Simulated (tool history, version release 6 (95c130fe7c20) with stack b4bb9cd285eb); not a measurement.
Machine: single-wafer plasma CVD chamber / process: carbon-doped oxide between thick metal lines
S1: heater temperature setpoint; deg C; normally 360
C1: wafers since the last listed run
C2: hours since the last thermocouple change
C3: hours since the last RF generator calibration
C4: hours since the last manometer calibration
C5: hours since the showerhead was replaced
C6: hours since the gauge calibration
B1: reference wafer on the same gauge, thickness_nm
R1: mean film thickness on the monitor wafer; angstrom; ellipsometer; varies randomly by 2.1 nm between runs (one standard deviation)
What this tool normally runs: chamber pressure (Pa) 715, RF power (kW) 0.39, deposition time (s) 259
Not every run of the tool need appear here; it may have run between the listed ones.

Run 1, hour 0: usual settings; C1 0; C2 195.4; C3 782.1; C4 150.1; C5 254.3; C6 1032.5; B1 909.598. Result: R1 10069.98 angstrom.
Run 2, hour 27.1: usual settings; C1 269; C2 222.5; C3 809.2; C4 177.2; C5 281.4; C6 1059.6; B1 910.639. Result: R1 10076.11 angstrom.
Run 3, hour 70.6: usual settings but S1 349 deg C, chamber pressure (Pa) 805; C1 432; C2 266; C3 852.7; C4 220.7; C5 324.9; C6 1103.1; B1 909.48. Result: R1 10423.09 angstrom.
Run 4, hour 118: usual settings but RF power (kW) 0.46; C1 471; C2 313.4; C3 900.1; C4 268.1; C5 372.3; C6 1150.5; B1 910.07. Result: R1 11370.44 angstrom.
Run 5, hour 155.1: usual settings but S1 371 deg C, RF power (kW) 0.345; C1 369; C2 350.5; C3 937.2; C4 305.2; C5 409.4; C6 1187.6; B1 910.488. Result: R1 8992.42 angstrom.
Run 6, hour 226.1: usual settings but deposition time (s) 240; C1 706; C2 421.5; C3 1008.2; C4 376.2; C5 480.4; C6 1258.6; B1 909.286. Result: R1 9357.45 angstrom.
Run 7, hour 287.1: usual settings; C1 607; C2 482.5; C3 1069.2; C4 437.2; C5 541.4; C6 1319.6; B1 909.705. Result: R1 10067.07 angstrom.
Run 8, hour 346.9: usual settings; C1 595; C2 542.3; C3 1129; C4 497; C5 601.2; C6 1379.4; B1 908.858. Result: R1 9996.82 angstrom.
Run 9, hour 379.3: usual settings but S1 346 deg C, chamber pressure (Pa) 613, deposition time (s) 239; C1 322; C2 574.7; C3 1161.4; C4 529.4; C5 633.6; C6 1411.8; B1 909.269. Result: R1 9387.15 angstrom.
At hour 395.6: RF generator calibrated.
Run 10, hour 406.9: usual settings but RF power (kW) 0.47; C1 195; C2 602.3; C3 11.3; C4 557; C5 661.2; C6 1439.4; B1 909.772. Result: R1 11759.52 angstrom.
Run 11, hour 472.5: usual settings but chamber pressure (Pa) 611; C1 652; C2 667.9; C3 76.9; C4 622.6; C5 726.8; C6 1505; B1 909.48. Result: R1 10092.55 angstrom.
Run 12, hour 531.9: usual settings but chamber pressure (Pa) 600, deposition time (s) 228; C1 591; C2 727.3; C3 136.3; C4 682; C5 786.2; C6 1564.4; B1 909.446. Result: R1 8833.33 angstrom.
Run 13, hour 582.5: usual settings but S1 374 deg C, chamber pressure (Pa) 851, RF power (kW) 0.46, deposition time (s) 309; C1 503; C2 777.9; C3 186.9; C4 732.6; C5 836.8; C6 1615; B1 909.981. Result: R1 13582.44 angstrom.
Run 14, hour 641.8: usual settings but RF power (kW) 0.465; C1 590; C2 837.2; C3 246.2; C4 791.9; C5 896.1; C6 1674.3; B1 910.794. Result: R1 11615.92 angstrom.
Run 15, hour 682.2: usual settings but S1 345 deg C, RF power (kW) 0.325; C1 402; C2 877.6; C3 286.6; C4 832.3; C5 936.5; C6 1714.7; B1 910.768. Result: R1 9219.55 angstrom.
Run 16, hour 890.5: usual settings but chamber pressure (Pa) 789, RF power (kW) 0.435, deposition time (s) 306; C1 2073; C2 1085.9; C3 494.9; C4 1040.6; C5 1144.8; C6 1923; B1 908.785. Result: R1 13118.14 angstrom.
Run 17, hour 939.5: usual settings but chamber pressure (Pa) 840; C1 487; C2 1134.9; C3 543.9; C4 1089.6; C5 1193.8; C6 1972; B1 910.145. Result: R1 10316.92 angstrom.
At hour 953.5: gauge calibrated.
Run 18, hour 999: usual settings; C1 592; C2 1194.4; C3 603.4; C4 1149.1; C5 1253.3; C6 45.5; B1 910.536. Result: R1 10108.31 angstrom.
Run 19, hour 1059.4: usual settings but S1 366 deg C, chamber pressure (Pa) 609; C1 601; C2 1254.8; C3 663.8; C4 1209.5; C5 1313.7; C6 105.9; B1 909.559. Result: R1 9841.91 angstrom.
Run 20, hour 1086.9: usual settings; C1 273; C2 1282.3; C3 691.3; C4 1237; C5 1341.2; C6 133.4; B1 910.791. Result: R1 10077.73 angstrom.
Run 21, hour 1152.1: usual settings but chamber pressure (Pa) 612; C1 648; C2 1347.5; C3 756.5; C4 1302.2; C5 1406.4; C6 198.6; B1 909.361. Result: R1 9912.51 angstrom.
Run 22, hour 1185.9: usual settings but S1 350 deg C, chamber pressure (Pa) 812, deposition time (s) 277; C1 336; C2 1381.3; C3 790.3; C4 1336; C5 1440.2; C6 232.4; B1 910.395. Result: R1 11140.56 angstrom.
Run 23, hour 1251.1: usual settings but S1 369 deg C, chamber pressure (Pa) 571, deposition time (s) 296; C1 648; C2 1446.5; C3 855.5; C4 1401.2; C5 1505.4; C6 297.6; B1 909.517. Result: R1 11023.67 angstrom.
Run 24, hour 1300.9: usual settings; C1 495; C2 1496.3; C3 905.3; C4 1451; C5 1555.2; C6 347.4; B1 909.914. Result: R1 10085.38 angstrom.
At hour 1329.3: capacitance manometer re-zeroed and calibrated.
Run 25, hour 1354: usual settings but S1 367 deg C, chamber pressure (Pa) 652, RF power (kW) 0.415, deposition time (s) 284; C1 448; C2 1549.4; C3 958.4; C4 24.7; C5 1608.3; C6 400.5; B1 910.389. Result: R1 11253.11 angstrom.
Run 26, hour 1391.4: usual settings but RF power (kW) 0.32; C1 372; C2 1586.8; C3 995.8; C4 62.1; C5 1645.7; C6 437.9; B1 910.053. Result: R1 8638.7 angstrom.
Run 27, hour 1434.5: usual settings but chamber pressure (Pa) 833, RF power (kW) 0.335; C1 428; C2 1629.9; C3 1038.9; C4 105.2; C5 1688.8; C6 481; B1 909.538. Result: R1 9046.47 angstrom.
Run 28, hour 1496.3: usual settings but S1 348 deg C, chamber pressure (Pa) 601, RF power (kW) 0.43; C1 615; C2 1691.7; C3 1100.7; C4 167; C5 1750.6; C6 542.8; B1 910.329. Result: R1 10858.83 angstrom.

Results per run with the tool's hidden condition removed, run-to-run variation unchanged:
Unlogged tool condition in this case: wafer temperature above the value expected at the setpoint (K); delivered RF power above the setpoint (%); true pressure above the setpoint (%); gauge reads high (%).
run        R1
  1  10287.05
  2  10300.27
  3  10668.51
  4  11631.35
  5   9224.67
  6   9613.31
  7  10358.16
  8  10301.32
  9   9686.24
 10  11813.39
 11  10157.28
 12   8902.43
 13  13689.67
 14  11726.22
 15   9334.88
 16   13333.5
 17  10499.77
 18   10302.6
 19  10045.27
 20  10293.82
 21  10141.45
 22  11413.87
 23  11303.76
 24  10356.58
 25  11563.99
 26    8896.4
 27   9324.91
 28   11207.5
